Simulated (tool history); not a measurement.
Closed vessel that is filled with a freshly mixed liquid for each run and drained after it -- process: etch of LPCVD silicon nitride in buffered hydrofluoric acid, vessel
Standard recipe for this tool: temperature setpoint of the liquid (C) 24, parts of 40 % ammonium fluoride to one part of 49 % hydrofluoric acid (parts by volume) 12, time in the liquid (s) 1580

| run | hour | temperature setpoint of the liquid (C) | parts of 40 % ammonium fluoride to one part of 49 % hydrofluoric acid (parts by volume) | time in the liquid (s) | wafers since the last listed run | hours since the thermometer was replaced | hours since the hydrofluoric acid flow meter was replaced | hours since the gauge calibration | read-back film thickness of the LPCVD silicon nitride reference wafer, read on the same gauge (nm) | thickness taken off the LPCVD silicon nitride on a monitor wafer (angstrom) |
|---|---|---|---|---|---|---|---|---|---|---|
| 1 | 0 | 21 | 12 | 1580 | 0 | 749.2 | 91 | 199.4 | 29.88 | 179.5 |
| 2 | 52.4 | 24 | 12 | 1580 | 1794 | 801.6 | 143.4 | 251.8 | 29.86 | 211.1 |
| 3 | 106.7 | 24 | 12 | 1580 | 1860 | 855.9 | 197.7 | 306.1 | 29.79 | 212.2 |
| 4 | 164.5 | 24 | 12 | 1580 | 1979 | 913.7 | 255.5 | 363.9 | 29.76 | 208 |
| 5 | 256.9 | 24 | 12 | 1580 | 3165 | 1006.1 | 347.9 | 456.3 | 29.63 | 209.4 |
| 6 | 331.3 | 24 | 12 | 1580 | 2548 | 1080.5 | 422.3 | 530.7 | 29.5 | 210.4 |
| 7 | 380.2 | 24 | 12 | 1580 | 1675 | 1129.4 | 471.2 | 579.6 | 29.42 | 207.1 |
| 8 | 453.1 | 24 | 12 | 1580 | 2497 | 1202.3 | 544.1 | 652.5 | 29.29 | 208.3 |
|  | 476.4 | gauge calibrated |
| 9 | 519 | 24 | 12 | 1580 | 2257 | 1268.2 | 610 | 42.6 | 30.04 | 212.4 |
| 10 | 580.2 | 24 | 14 | 2200 | 2096 | 1329.4 | 671.2 | 103.8 | 30.01 | 253.7 |
|  | 595.3 | hydrofluoric acid flow meter replaced |
| 11 | 625.2 | 21.5 | 7.5 | 2435 | 1507 | 1374.4 | 29.9 | 148.8 | 29.98 | 438.3 |
| 12 | 687.7 | 24 | 12 | 895 | 2140 | 1436.9 | 92.4 | 211.3 | 29.99 | 120.3 |
| 13 | 754.6 | 19 | 15.5 | 1900 | 2291 | 1503.8 | 159.3 | 278.2 | 29.91 | 150.9 |
|  | 786.4 | thermometer replaced |
| 14 | 851.7 | 27 | 15.5 | 1095 | 3291 | 65.3 | 256.4 | 375.3 | 29.81 | 134.3 |
| 15 | 944.7 | 19 | 14.5 | 1140 | 3185 | 158.3 | 349.4 | 468.3 | 29.72 | 95.7 |
| 16 | 990 | 24 | 12 | 1580 | 1551 | 203.6 | 394.7 | 513.6 | 29.59 | 212.4 |
| 17 | 1070.4 | 24 | 12 | 1580 | 2754 | 284 | 475.1 | 594 | 29.49 | 209.2 |
|  | 1141.2 | gauge calibrated |
| 18 | 1146.7 | 24 | 12 | 1580 | 2613 | 360.3 | 551.4 | 5.5 | 29.79 | 213.2 |

Branching from run 18: 4 alternative next runs. What would each branch give?
| A | 1147.8 | 24 | 15.5 | 1580 | 37 | 361.4 | 552.5 | 6.6 | ? | ? |
| B | 1147.8 | 27 | 12 | 1240 | 37 | 361.4 | 552.5 | 6.6 | ? | ? |
| C | 1147.8 | 24 | 12 | 1945 | 37 | 361.4 | 552.5 | 6.6 | ? | ? |
| D | 1147.8 | 27 | 10 | 1235 | 37 | 361.4 | 552.5 | 6.6 | ? | ? |

| run | read-back film thickness of the LPCVD silicon nitride reference wafer, read on the same gauge (nm) | thickness taken off the LPCVD silicon nitride on a monitor wafer (angstrom) |
|---|---|---|
| A | 29.82 | 164.2 |
| B | 29.82 | 194.7 |
| C | 29.82 | 259.7 |
| D | 29.82 | 231.6 |
Stripped of hidden state, with their random variation kept, the same runs would have yielded:
| run | thickness taken off the LPCVD silicon nitride on a monitor wafer (angstrom) |
|---|---|
| A | 165.2 |
| B | 196 |
| C | 261.4 |
| D | 233.1 |
